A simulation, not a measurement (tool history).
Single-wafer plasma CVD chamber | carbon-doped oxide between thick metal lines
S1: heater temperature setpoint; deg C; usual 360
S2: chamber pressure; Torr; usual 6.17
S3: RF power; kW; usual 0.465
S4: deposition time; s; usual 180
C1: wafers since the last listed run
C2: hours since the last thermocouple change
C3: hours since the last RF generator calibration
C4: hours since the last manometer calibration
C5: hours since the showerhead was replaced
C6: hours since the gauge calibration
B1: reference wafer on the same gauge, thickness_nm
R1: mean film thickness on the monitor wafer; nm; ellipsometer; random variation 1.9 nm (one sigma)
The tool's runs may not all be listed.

{"run": 1, "day": 0.0, "S1": 353, "S2": 6.17, "S3": 0.465, "S4": 180, "C1": 0, "C2": 2954.2, "C3": 2004.1, "C4": 1810.1, "C5": 3286.5, "C6": 110.4, "B1": 888.285, "R1": 741.882}
{"run": 2, "day": 0.512, "S1": 353, "S2": 6.17, "S3": 0.465, "S4": 180, "C1": 107, "C2": 2966.5, "C3": 2016.4, "C4": 1822.4, "C5": 3298.8, "C6": 122.7, "B1": 888.002, "R1": 742.369}
{"run": 3, "day": 1.196, "S1": 360, "S2": 6.17, "S3": 0.465, "S4": 163, "C1": 142, "C2": 2982.9, "C3": 2032.8, "C4": 1838.8, "C5": 3315.2, "C6": 139.1, "B1": 888.181, "R1": 656.776}
{"run": 4, "day": 1.842, "S1": 360, "S2": 6.17, "S3": 0.535, "S4": 180, "C1": 134, "C2": 2998.4, "C3": 2048.3, "C4": 1854.3, "C5": 3330.7, "C6": 154.6, "B1": 887.65, "R1": 807.31}
{"run": 5, "day": 2.129, "S1": 360, "S2": 6.17, "S3": 0.465, "S4": 180, "C1": 60, "C2": 3005.3, "C3": 2055.2, "C4": 1861.2, "C5": 3337.6, "C6": 161.5, "B1": 888.175, "R1": 723.99}
{"run": 6, "day": 3.933, "S1": 360, "S2": 6.17, "S3": 0.465, "S4": 180, "C1": 376, "C2": 3048.6, "C3": 2098.5, "C4": 1904.5, "C5": 3380.9, "C6": 204.8, "B1": 888.129, "R1": 725.845}
{"day": 4.571, "done": "capacitance manometer re-zeroed and calibrated"}
{"run": 7, "day": 4.592, "S1": 360, "S2": 6.17, "S3": 0.465, "S4": 180, "C1": 67, "C2": 3064.4, "C3": 2114.3, "C4": 0.5, "C5": 3396.7, "C6": 220.6, "B1": 888.027, "R1": 723.209}
{"run": 8, "day": 4.758, "S1": 360, "S2": 6.17, "S3": 0.465, "S4": 180, "C1": 34, "C2": 3068.4, "C3": 2118.3, "C4": 4.5, "C5": 3400.7, "C6": 224.6, "B1": 887.785, "R1": 725.97}
{"run": 9, "day": 5.446, "S1": 360, "S2": 6.17, "S3": 0.465, "S4": 180, "C1": 143, "C2": 3084.9, "C3": 2134.8, "C4": 21.0, "C5": 3417.2, "C6": 241.1, "B1": 888.363, "R1": 723.576}
{"day": 5.929, "done": "showerhead replaced"}
{"run": 10, "day": 6.029, "S1": 350, "S2": 6.17, "S3": 0.425, "S4": 180, "C1": 52, "C2": 3098.9, "C3": 2148.8, "C4": 35.0, "C5": 2.4, "C6": 255.1, "B1": 888.139, "R1": 688.525}
{"day": 6.458, "done": "thermocouple changed; heater temperature recalibrated"}
{"run": 11, "day": 6.562, "S1": 350, "S2": 6.17, "S3": 0.425, "S4": 180, "C1": 41, "C2": 2.5, "C3": 2161.6, "C4": 47.8, "C5": 15.2, "C6": 267.9, "B1": 887.466, "R1": 688.261}
{"run": 12, "day": 6.829, "S1": 360, "S2": 6.77, "S3": 0.465, "S4": 180, "C1": 55, "C2": 8.9, "C3": 2168.0, "C4": 54.2, "C5": 21.6, "C6": 274.3, "B1": 887.856, "R1": 727.029}
{"run": 13, "day": 7.458, "S1": 360, "S2": 6.77, "S3": 0.465, "S4": 180, "C1": 131, "C2": 24.0, "C3": 2183.1, "C4": 69.3, "C5": 36.7, "C6": 289.4, "B1": 887.647, "R1": 730.106}
{"run": 14, "day": 8.162, "S1": 350, "S2": 4.68, "S3": 0.495, "S4": 160, "C1": 147, "C2": 40.9, "C3": 2200.0, "C4": 86.2, "C5": 53.6, "C6": 306.3, "B1": 887.831, "R1": 663.663}
{"run": 15, "day": 8.783, "S1": 351, "S2": 5.4, "S3": 0.55, "S4": 210, "C1": 129, "C2": 55.8, "C3": 2214.9, "C4": 101.1, "C5": 68.5, "C6": 321.2, "B1": 887.711, "R1": 961.172}
{"run": 16, "day": 9.283, "S1": 371, "S2": 5.44, "S3": 0.465, "S4": 180, "C1": 104, "C2": 67.8, "C3": 2226.9, "C4": 113.1, "C5": 80.5, "C6": 333.2, "B1": 887.853, "R1": 686.425}
{"day": 9.412, "done": "gauge calibrated"}
{"run": 17, "day": 9.992, "S1": 360, "S2": 6.59, "S3": 0.39, "S4": 180, "C1": 147, "C2": 84.8, "C3": 2243.9, "C4": 130.1, "C5": 97.5, "C6": 13.9, "B1": 888.099, "R1": 622.359}
{"run": 18, "day": 10.396, "S1": 355, "S2": 6.17, "S3": 0.465, "S4": 180, "C1": 84, "C2": 94.5, "C3": 2253.6, "C4": 139.8, "C5": 107.2, "C6": 23.6, "B1": 888.07, "R1": 728.062}
{"run": 19, "day": 10.7, "S1": 360, "S2": 6.17, "S3": 0.55, "S4": 180, "C1": 63, "C2": 101.8, "C3": 2260.9, "C4": 147.1, "C5": 114.5, "C6": 30.9, "B1": 888.08, "R1": 816.667}
{"run": 20, "day": 11.425, "S1": 371, "S2": 6.17, "S3": 0.465, "S4": 151, "C1": 151, "C2": 119.2, "C3": 2278.3, "C4": 164.5, "C5": 131.9, "C6": 48.3, "B1": 887.528, "R1": 586.333}
{"run": 21, "day": 11.979, "S1": 360, "S2": 6.17, "S3": 0.465, "S4": 180, "C1": 115, "C2": 132.5, "C3": 2291.6, "C4": 177.8, "C5": 145.2, "C6": 61.6, "B1": 888.223, "R1": 720.124}
{"day": 12.392, "done": "RF generator calibrated"}
{"run": 22, "day": 12.671, "S1": 360, "S2": 6.17, "S3": 0.465, "S4": 180, "C1": 74, "C2": 149.1, "C3": 6.7, "C4": 194.4, "C5": 161.8, "C6": 78.2, "B1": 887.998, "R1": 771.031}
{"run": 23, "day": 13.146, "S1": 360, "S2": 6.17, "S3": 0.385, "S4": 180, "C1": 99, "C2": 160.5, "C3": 18.1, "C4": 205.8, "C5": 173.2, "C6": 89.6, "B1": 887.958, "R1": 655.212}
{"run": 24, "day": 13.738, "S1": 360, "S2": 6.17, "S3": 0.465, "S4": 180, "C1": 123, "C2": 174.7, "C3": 32.3, "C4": 220.0, "C5": 187.4, "C6": 103.8, "B1": 888.597, "R1": 770.452}
{"run": 25, "day": 14.408, "S1": 372, "S2": 6.17, "S3": 0.465, "S4": 144, "C1": 140, "C2": 190.8, "C3": 48.4, "C4": 236.1, "C5": 203.5, "C6": 119.9, "B1": 887.894, "R1": 598.976}
{"run": 26, "day": 15.054, "S1": 360, "S2": 6.17, "S3": 0.415, "S4": 180, "C1": 134, "C2": 206.3, "C3": 63.9, "C4": 251.6, "C5": 219.0, "C6": 135.4, "B1": 887.888, "R1": 701.104}
{"run": 27, "day": 15.525, "S1": 360, "S2": 6.17, "S3": 0.465, "S4": 169, "C1": 98, "C2": 217.6, "C3": 75.2, "C4": 262.9, "C5": 230.3, "C6": 146.7, "B1": 887.678, "R1": 722.464}
{"run": 28, "day": 16.188, "S1": 360, "S2": 6.17, "S3": 0.535, "S4": 180, "C1": 138, "C2": 233.5, "C3": 91.1, "C4": 278.8, "C5": 246.2, "C6": 162.6, "B1": 887.53, "R1": 850.258}
{"run": 29, "day": 16.55, "S1": 369, "S2": 6.17, "S3": 0.465, "S4": 180, "C1": 75, "C2": 242.2, "C3": 99.8, "C4": 287.5, "C5": 254.9, "C6": 171.3, "B1": 888.395, "R1": 754.653}

3 ways to go on from here, each from the tool as it stands after run 29. What would each give?
{"run": "A", "day": 16.567, "S1": 360, "S2": 6.17, "S3": 0.465, "S4": 180, "C1": 3, "C2": 242.6, "C3": 100.2, "C4": 287.9, "C5": 255.3, "C6": 171.7, "B1": "?", "R1": "?"}
{"run": "B", "day": 16.567, "S1": 347, "S2": 6.17, "S3": 0.44, "S4": 180, "C1": 3, "C2": 242.6, "C3": 100.2, "C4": 287.9, "C5": 255.3, "C6": 171.7, "B1": "?", "R1": "?"}
{"run": "C", "day": 16.567, "S1": 360, "S2": 7.47, "S3": 0.505, "S4": 180, "C1": 3, "C2": 242.6, "C3": 100.2, "C4": 287.9, "C5": 255.3, "C6": 171.7, "B1": "?", "R1": "?"}

run=A B1=887.998 R1=768.121
run=B B1=887.998 R1=762.692
run=C B1=887.998 R1=829.973
Without the tool's hidden state the same runs would have given:
run=A R1=768.306
run=B R1=762.905
run=C R1=830.168

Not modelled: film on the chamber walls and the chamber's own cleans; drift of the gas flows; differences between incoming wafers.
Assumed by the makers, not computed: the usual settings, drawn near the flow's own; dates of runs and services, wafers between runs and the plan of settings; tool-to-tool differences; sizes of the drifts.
